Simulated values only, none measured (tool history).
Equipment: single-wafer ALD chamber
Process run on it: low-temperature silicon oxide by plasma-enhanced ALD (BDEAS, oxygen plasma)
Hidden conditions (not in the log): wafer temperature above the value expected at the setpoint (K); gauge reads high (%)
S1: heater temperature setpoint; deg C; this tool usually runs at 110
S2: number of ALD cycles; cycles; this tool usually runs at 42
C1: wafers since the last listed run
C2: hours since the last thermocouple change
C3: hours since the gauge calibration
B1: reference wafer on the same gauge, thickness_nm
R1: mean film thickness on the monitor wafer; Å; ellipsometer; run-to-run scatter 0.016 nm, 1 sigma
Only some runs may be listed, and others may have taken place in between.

run	hour	S1	S2	C1	C2	C3	B1	R1
1	0	110	42	0	1275.3	410.3	4.959	61.17
2	22.8	110	42	112	1298.1	433.1	4.954	61.42
3	48	110	48	124	1323.3	458.3	4.956	70.35
4	77.8	110	39	147	1353.1	488.1	4.954	56.9
5	96.2	105	42	91	1371.5	506.5	4.948	61.98
6	126.8	105	42	151	1402.1	537.1	4.955	62.29
7	148.5	110	42	107	1423.8	558.8	4.951	61.54
8	175.8	110	42	135	1451.1	586.1	4.951	61.52
9	225.3	110	42	245	1500.6	635.6	4.948	61.52
10	240.6	110	42	75	1515.9	650.9	4.942	61.25
# hour 247.5: gauge calibrated
11	271.4	114	48	152	1546.7	23.9	5.011	70.54
12	304.4	110	42	163	1579.7	56.9	5.006	61.77
13	328.1	105	42	117	1603.4	80.6	4.997	62.31
14	363.7	110	42	176	1639	116.2	4.99	61.72
15	390.2	99	34	131	1665.5	142.7	4.976	51.4
16	413.2	99	36	113	1688.5	165.7	4.978	54.25
17	446.3	115	44	164	1721.6	198.8	4.968	63.88
# hour 458.6: thermocouple changed; heater temperature recalibrated
18	473.4	118	46	94	14.8	225.9	4.966	66.29
19	488.8	97	48	76	30.2	241.3	4.968	72.76
20	524.1	98	42	174	65.5	276.6	4.963	63.74
21	559.9	110	42	177	101.3	312.4	4.959	61.53
22	581.4	110	40	106	122.8	333.9	4.963	58.56
23	601.1	103	36	97	142.5	353.6	4.954	53.22
24	625.9	119	38	122	167.3	378.4	4.955	54.31

Predict each of these 5 candidate next runs independently; none follows another, all start after run 24:
A	626.4	110	38	2	167.8	378.9	?	?
B	626.4	119	46	2	167.8	378.9	?	?
C	626.4	110	36	2	167.8	378.9	?	?
D	626.4	118	34	2	167.8	378.9	?	?
E	626.4	104	50	2	167.8	378.9	?	?

run	B1	R1
A	4.963	55.2
B	4.963	65.56
C	4.963	52.29
D	4.963	48.56
E	4.963	73.54
With no hidden state in the tool, these same runs would have given:
run	R1
A	55.92
B	66.42
C	52.98
D	49.2
E	74.5
